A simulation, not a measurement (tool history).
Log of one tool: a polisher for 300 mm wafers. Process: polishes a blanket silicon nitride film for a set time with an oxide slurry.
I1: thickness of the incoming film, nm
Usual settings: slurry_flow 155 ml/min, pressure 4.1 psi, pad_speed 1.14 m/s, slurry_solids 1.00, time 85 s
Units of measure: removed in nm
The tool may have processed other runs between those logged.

{"run": 1, "hour": 0.0, "slurry_flow": 155, "pressure": 4.1, "pad_speed": 1.14, "slurry_solids": 1.0, "time": 85, "I1": 619.0, "removed": 69.6}
{"run": 2, "hour": 68.1, "slurry_flow": 155, "pressure": 4.1, "pad_speed": 1.14, "slurry_solids": 1.0, "time": 85, "I1": 621.0, "removed": 69.8}
{"run": 3, "hour": 105.2, "slurry_flow": 155, "pressure": 4.1, "pad_speed": 1.14, "slurry_solids": 1.0, "time": 85, "I1": 609.3, "removed": 69.2}
{"hour": 124.1, "done": "worn pad replaced by a new one"}
{"hour": 154.7, "done": "head pressure recalibrated"}
{"hour": 164.6, "done": "slurry nozzle cleaned"}
{"run": 4, "hour": 194.6, "slurry_flow": 155, "pressure": 4.1, "pad_speed": 1.14, "slurry_solids": 0.95, "time": 85, "I1": 627.3, "removed": 69.1}
{"run": 5, "hour": 251.8, "slurry_flow": 155, "pressure": 4.1, "pad_speed": 1.14, "slurry_solids": 1.0, "time": 85, "I1": 613.5, "removed": 69.0}
{"run": 6, "hour": 293.2, "slurry_flow": 155, "pressure": 4.1, "pad_speed": 1.14, "slurry_solids": 1.0, "time": 85, "I1": 616.4, "removed": 70.0}
{"run": 7, "hour": 338.9, "slurry_flow": 155, "pressure": 4.1, "pad_speed": 1.14, "slurry_solids": 1.0, "time": 85, "I1": 615.1, "removed": 69.8}
{"hour": 366.9, "done": "slurry blender recalibrated"}
{"hour": 426.2, "done": "conditioning disc replaced and pad reconditioned"}
{"run": 8, "hour": 427.4, "slurry_flow": 155, "pressure": 4.1, "pad_speed": 1.14, "slurry_solids": 1.0, "time": 85, "I1": 625.8, "removed": 68.4}
{"run": 9, "hour": 490.5, "slurry_flow": 155, "pressure": 5.4, "pad_speed": 0.76, "slurry_solids": 1.0, "time": 85, "I1": 628.1, "removed": 67.6}
{"run": 10, "hour": 540.9, "slurry_flow": 125, "pressure": 4.1, "pad_speed": 1.14, "slurry_solids": 0.75, "time": 85, "I1": 625.8, "removed": 62.6}
{"hour": 592.8, "done": "slurry nozzle cleaned"}
{"run": 11, "hour": 593.3, "slurry_flow": 155, "pressure": 4.1, "pad_speed": 1.14, "slurry_solids": 1.0, "time": 85, "I1": 608.0, "removed": 68.9}
{"hour": 600.3, "done": "worn pad replaced by a new one"}
{"run": 12, "hour": 638.8, "slurry_flow": 155, "pressure": 4.7, "pad_speed": 1.14, "slurry_solids": 1.15, "time": 85, "I1": 614.8, "removed": 81.5}
{"run": 13, "hour": 745.2, "slurry_flow": 175, "pressure": 4.1, "pad_speed": 0.74, "slurry_solids": 0.85, "time": 85, "I1": 620.1, "removed": 51.9}
{"run": 14, "hour": 830.4, "slurry_flow": 155, "pressure": 4.1, "pad_speed": 1.14, "slurry_solids": 1.0, "time": 85, "I1": 618.9, "removed": 68.6}
{"hour": 882.4, "done": "slurry blender recalibrated"}
{"hour": 889.2, "done": "conditioning disc replaced and pad reconditioned"}
{"run": 15, "hour": 923.0, "slurry_flow": 155, "pressure": 4.1, "pad_speed": 1.14, "slurry_solids": 1.0, "time": 85, "I1": 621.0, "removed": 69.0}
{"run": 16, "hour": 976.6, "slurry_flow": 155, "pressure": 4.1, "pad_speed": 1.14, "slurry_solids": 1.0, "time": 85, "I1": 622.6, "removed": 69.0}
{"hour": 998.0, "done": "slurry nozzle cleaned"}
{"hour": 1112.2, "done": "worn pad replaced by a new one"}
{"run": 17, "hour": 1233.8, "slurry_flow": 155, "pressure": 5.3, "pad_speed": 1.14, "slurry_solids": 0.9, "time": 85, "I1": 629.1, "removed": 84.1}
{"run": 18, "hour": 1291.2, "slurry_flow": 180, "pressure": 3.4, "pad_speed": 1.48, "slurry_solids": 1.3, "time": 85, "I1": 607.1, "removed": 78.1}
{"hour": 1300.3, "done": "conditioning disc replaced and pad reconditioned"}
{"hour": 1340.3, "done": "slurry blender recalibrated"}
{"run": 19, "hour": 1392.3, "slurry_flow": 155, "pressure": 4.1, "pad_speed": 1.14, "slurry_solids": 1.0, "time": 85, "I1": 607.1, "removed": 69.5}
{"hour": 1438.1, "done": "slurry nozzle cleaned"}
{"run": 20, "hour": 1478.0, "slurry_flow": 155, "pressure": 4.1, "pad_speed": 1.14, "slurry_solids": 1.0, "time": 85, "I1": 622.8, "removed": 69.8}
{"hour": 1547.6, "done": "head pressure recalibrated"}
{"run": 21, "hour": 1559.0, "slurry_flow": 155, "pressure": 4.1, "pad_speed": 1.14, "slurry_solids": 1.0, "time": 85, "I1": 619.0, "removed": 69.2}
{"hour": 1566.3, "done": "worn pad replaced by a new one"}
{"run": 22, "hour": 1605.0, "slurry_flow": 135, "pressure": 4.9, "pad_speed": 0.82, "slurry_solids": 1.0, "time": 85, "I1": 613.0, "removed": 65.4}
{"run": 23, "hour": 1664.4, "slurry_flow": 155, "pressure": 4.8, "pad_speed": 1.32, "slurry_solids": 1.0, "time": 85, "I1": 623.3, "removed": 87.1}
{"run": 24, "hour": 1749.0, "slurry_flow": 155, "pressure": 4.1, "pad_speed": 1.14, "slurry_solids": 0.9, "time": 96, "I1": 616.2, "removed": 75.3}

List, for all runs, the conditions of the tool that the log does not record:
removal rate lost through wear of the pad, %: 0 in every run
slurry flow missing at the pad, %: 0 in every run
deviation of the head's pressure from its setpoint, %: 0 in every run
abrasive missing from the slurry, %: 0 in every run
time polished since the conditioner stopped cutting, s: 0 in every run

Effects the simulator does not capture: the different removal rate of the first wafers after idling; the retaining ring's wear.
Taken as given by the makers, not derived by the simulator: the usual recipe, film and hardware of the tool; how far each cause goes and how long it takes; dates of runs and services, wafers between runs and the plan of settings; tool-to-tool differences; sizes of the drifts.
